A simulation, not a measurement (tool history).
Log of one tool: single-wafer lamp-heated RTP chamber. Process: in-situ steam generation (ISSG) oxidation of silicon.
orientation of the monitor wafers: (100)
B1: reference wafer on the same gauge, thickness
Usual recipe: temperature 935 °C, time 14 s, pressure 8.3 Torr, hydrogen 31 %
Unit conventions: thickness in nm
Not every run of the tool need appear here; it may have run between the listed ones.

run 1 hour=0 | temperature=950 time=14 pressure=8.3 hydrogen=31 | B1=4.302 | thickness=4.266
-- hour=45.9 pyrometer window cleaned and pyrometer calibrated
run 2 hour=83.1 | temperature=950 time=14 pressure=8.3 hydrogen=31 | B1=4.301 | thickness=4.253
run 3 hour=146.2 | temperature=935 time=14 pressure=8.3 hydrogen=31 | B1=4.299 | thickness=4.107
-- hour=251.5 hydrogen flow controller replaced
run 4 hour=252 | temperature=935 time=14 pressure=8.3 hydrogen=31 | B1=4.298 | thickness=4.148
run 5 hour=303.4 | temperature=935 time=14 pressure=8.3 hydrogen=31 | B1=4.3 | thickness=4.13
run 6 hour=357.9 | temperature=935 time=14 pressure=8.3 hydrogen=31 | B1=4.299 | thickness=4.13
-- hour=421.5 pressure gauge zeroed
run 7 hour=423.7 | temperature=935 time=14 pressure=8.3 hydrogen=31 | B1=4.3 | thickness=4.149
run 8 hour=504.6 | temperature=935 time=14 pressure=8.3 hydrogen=31 | B1=4.299 | thickness=4.15
run 9 hour=604 | temperature=935 time=16 pressure=8.3 hydrogen=32 | B1=4.3 | thickness=4.386
run 10 hour=693.1 | temperature=935 time=14 pressure=9.2 hydrogen=31 | B1=4.297 | thickness=4.091
run 11 hour=791.9 | temperature=942 time=14 pressure=9.7 hydrogen=32 | B1=4.3 | thickness=4.13
-- hour=840.4 pyrometer window cleaned and pyrometer calibrated
run 12 hour=863.3 | temperature=935 time=12 pressure=9.3 hydrogen=31 | B1=4.299 | thickness=3.839
run 13 hour=908.4 | temperature=935 time=14 pressure=8.3 hydrogen=31 | B1=4.3 | thickness=4.116
run 14 hour=1101.4 | temperature=935 time=18 pressure=8.3 hydrogen=32 | B1=4.299 | thickness=4.572
run 15 hour=1143 | temperature=935 time=10 pressure=9.7 hydrogen=31 | B1=4.301 | thickness=3.595
run 16 hour=1191.8 | temperature=935 time=14 pressure=8.3 hydrogen=31 | B1=4.299 | thickness=4.137
run 17 hour=1295.6 | temperature=935 time=14 pressure=8.3 hydrogen=31 | B1=4.301 | thickness=4.132
run 18 hour=1333.5 | temperature=935 time=14 pressure=8.9 hydrogen=31 | B1=4.301 | thickness=4.102
run 19 hour=1407.5 | temperature=935 time=9 pressure=9.3 hydrogen=32 | B1=4.3 | thickness=3.54
-- hour=1480.7 pyrometer window cleaned and pyrometer calibrated
run 20 hour=1512.5 | temperature=935 time=17 pressure=9.6 hydrogen=31 | B1=4.3 | thickness=4.31
run 21 hour=1561 | temperature=935 time=14 pressure=8.3 hydrogen=26 | B1=4.302 | thickness=3.935
run 22 hour=1650.4 | temperature=935 time=10 pressure=8.3 hydrogen=32 | B1=4.301 | thickness=3.723
run 23 hour=1699.7 | temperature=935 time=14 pressure=9.6 hydrogen=31 | B1=4.303 | thickness=4.041
run 24 hour=1984.9 | temperature=919 time=14 pressure=8.3 hydrogen=31 | B1=4.3 | thickness=3.993
run 25 hour=2050.7 | temperature=920 time=11 pressure=7 hydrogen=32 | B1=4.302 | thickness=3.749
run 26 hour=2107 | temperature=917 time=14 pressure=8.3 hydrogen=31 | B1=4.3 | thickness=3.972
-- hour=2133.5 gauge calibrated
run 27 hour=2190.7 | temperature=935 time=14 pressure=8.3 hydrogen=31 | B1=4.301 | thickness=4.151
-- hour=2284 pyrometer window cleaned and pyrometer calibrated
run 28 hour=2332.7 | temperature=920 time=17 pressure=8.3 hydrogen=26 | B1=4.297 | thickness=4.054
run 29 hour=2441.3 | temperature=953 time=14 pressure=8.3 hydrogen=32 | B1=4.301 | thickness=4.354
run 30 hour=2485.8 | temperature=935 time=14 pressure=8.3 hydrogen=31 | B1=4.301 | thickness=4.123
run 31 hour=2551.2 | temperature=951 time=11 pressure=8.3 hydrogen=28 | B1=4.3 | thickness=3.84

Predict each of these 4 candidate next runs independently; none follows another, all start after run 31:
run A hour=2551.6 | temperature=935 time=14 pressure=8.3 hydrogen=31 | B1=? | thickness=?
run B hour=2551.6 | temperature=935 time=10 pressure=8.3 hydrogen=31 | B1=? | thickness=?
run C hour=2551.6 | temperature=929 time=14 pressure=8.3 hydrogen=31 | B1=? | thickness=?
run D hour=2551.6 | temperature=935 time=10 pressure=7.3 hydrogen=32 | B1=? | thickness=?

run=A B1=4.298 thickness=4.123
run=B B1=4.298 thickness=3.678
run=C B1=4.298 thickness=4.065
run=D B1=4.298 thickness=3.739
Without the tool's hidden state the same runs would have given:
run=A thickness=4.11
run=B thickness=3.669
run=C thickness=4.052
run=D thickness=3.731

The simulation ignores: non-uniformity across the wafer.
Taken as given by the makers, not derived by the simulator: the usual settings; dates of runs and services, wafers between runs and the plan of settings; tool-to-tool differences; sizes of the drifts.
